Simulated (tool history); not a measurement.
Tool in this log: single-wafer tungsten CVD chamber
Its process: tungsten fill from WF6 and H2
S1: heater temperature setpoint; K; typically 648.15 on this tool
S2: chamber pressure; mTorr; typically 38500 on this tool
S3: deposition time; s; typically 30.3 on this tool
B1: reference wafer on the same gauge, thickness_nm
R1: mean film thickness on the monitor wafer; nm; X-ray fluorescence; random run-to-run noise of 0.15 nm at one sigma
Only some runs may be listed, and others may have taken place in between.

Run 1, hour 0: usual settings but S1 656.15 K; B1 42.686. Result: R1 52.937 nm.
Run 2, hour 67.2: usual settings but S1 656.15 K; B1 42.702. Result: R1 52.597 nm.
Run 3, hour 111.9: usual settings but S1 656.15 K; B1 42.691. Result: R1 52.674 nm.
Run 4, hour 165.7: usual settings but S2 41000 mTorr; B1 42.713. Result: R1 47.791 nm.
Run 5, hour 193.5: usual settings; B1 42.722. Result: R1 45.675 nm.
Run 6, hour 237.2: usual settings but S3 26.3 s; B1 42.712. Result: R1 39.499 nm.
At hour 270.6: gauge calibrated.
At hour 308.1: showerhead replaced.
Run 7, hour 308.6: usual settings but S3 26.3 s; B1 42.712. Result: R1 39.604 nm.
Run 8, hour 336.6: usual settings; B1 42.677. Result: R1 45.699 nm.
At hour 366.1: capacitance manometer re-zeroed and calibrated.
Run 9, hour 386.3: usual settings but S1 653.15 K, S2 43600 mTorr, S3 25.4 s; B1 42.694. Result: R1 48.485 nm.
Run 10, hour 435.9: usual settings but S3 34.7 s; B1 42.686. Result: R1 54.652 nm.
At hour 449.5: thermocouple changed; heater temperature recalibrated.
Run 11, hour 498.2: usual settings but S1 639.15 K, S3 31.8 s; B1 42.688. Result: R1 41.746 nm.
Run 12, hour 560.3: usual settings but S3 34.8 s; B1 42.703. Result: R1 53.717 nm.
At hour 614.9: gauge calibrated.
Run 13, hour 631.7: usual settings; B1 42.736. Result: R1 46.763 nm.
Run 14, hour 673.1: usual settings but S1 640.15 K, S2 47300 mTorr, S3 25.3 s; B1 42.71. Result: R1 38.744 nm.
Run 15, hour 697.9: usual settings but S2 41600 mTorr, S3 26.1 s; B1 42.719. Result: R1 42.297 nm.

The same runs without the tool's hidden state, with the same run-to-run variation:
Unlogged tool condition in this case: wafer temperature above the value expected at the setpoint (K); true pressure above the setpoint (%); gauge reads high (%).
run      R1
  1  56.063
  2  55.748
  3  55.856
  4  50.672
  5   48.47
  6  41.931
  7  42.063
  8  48.545
  9  49.033
 10  55.658
 11  42.836
 12  55.486
 13  48.627
 14  40.361
 15  44.193
